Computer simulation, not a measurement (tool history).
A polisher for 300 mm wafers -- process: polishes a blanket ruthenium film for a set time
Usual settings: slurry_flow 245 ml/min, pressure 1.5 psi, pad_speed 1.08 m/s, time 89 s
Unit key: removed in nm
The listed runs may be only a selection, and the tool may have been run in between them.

run,hour,slurry_flow,pressure,pad_speed,time,wafers since the last listed run,wafers polished on this pad,hours since the slurry nozzle was cleaned,hours since the head pressure was calibrated,"incoming thickness of the incoming film, nm",removed
1,0,265,1.5,1.08,89,0,81,387,454.1,368.6,87.4
2,9.3,245,1.5,1.08,89,79,160,396.3,463.4,369.9,83.1
3,26.4,245,1.5,1.08,89,146,306,413.4,480.5,370.5,83.1
4,33.4,245,1.5,1.08,89,59,366,420.4,487.5,374.5,83
5,44.7,245,1.5,1.08,89,96,463,431.7,498.8,365,82.1
6,74.3,245,1.5,1.08,89,253,716,461.3,528.4,367.9,80.5
# hour 90.7: worn pad replaced by a new one
7,102.2,245,1.5,1.08,89,204,97,489.2,556.3,368.6,86.2
8,111.9,245,1.5,1.08,89,82,180,498.9,566,366,84.1
9,128.5,245,1.5,1.08,89,141,322,515.5,582.6,374.5,84
10,143,245,1.5,1.08,89,123,446,530,597.1,367.4,80.1
11,158,245,1.5,1.08,89,128,574,545,612.1,362.5,81.3
12,174.2,245,1.5,1.08,89,138,713,561.2,628.3,372.1,81.2
# hour 199.6: worn pad replaced by a new one
13,227.9,245,1.5,1.08,89,424,242,614.9,682,366,84
14,235.2,245,1.5,1.08,89,62,304,622.2,689.3,371.4,82.8
# hour 250.9: head pressure recalibrated
15,251.4,245,1.5,1.08,89,121,426,638.4,0.5,370.1,81.6
# hour 256.8: slurry nozzle cleaned
16,263.7,215,1,0.72,89,96,522,6.9,12.8,370.8,40.5
17,271,305,1.5,1.08,103,62,585,14.2,20.1,371,94.2
18,279.2,270,1.5,1.08,114,70,655,22.4,28.3,370.4,103.5
19,291.4,245,1.5,1.08,89,104,759,34.6,40.5,375.3,79.7
# hour 306.3: worn pad replaced by a new one
20,306.8,295,1.4,1.08,89,97,4,50,55.9,370.2,84
21,345.8,275,1.3,1.08,89,333,337,89,94.9,369,73.2
22,356.3,320,1.1,0.74,119,89,427,99.5,105.4,371.5,63.8
23,369.6,245,1.5,1.32,100,113,540,112.8,118.7,374.9,106.8
24,384.3,245,2,1.4,97,125,666,127.5,133.4,364,143.2

Run 25 has not been measured yet. What should we expect?
25,391.4,245,1.8,1.08,70,60,727,134.6,140.5,362.1,?

removed: 74.2 nm
Had the tool carried no hidden state, the very same run would have given removed 80.5 nm.
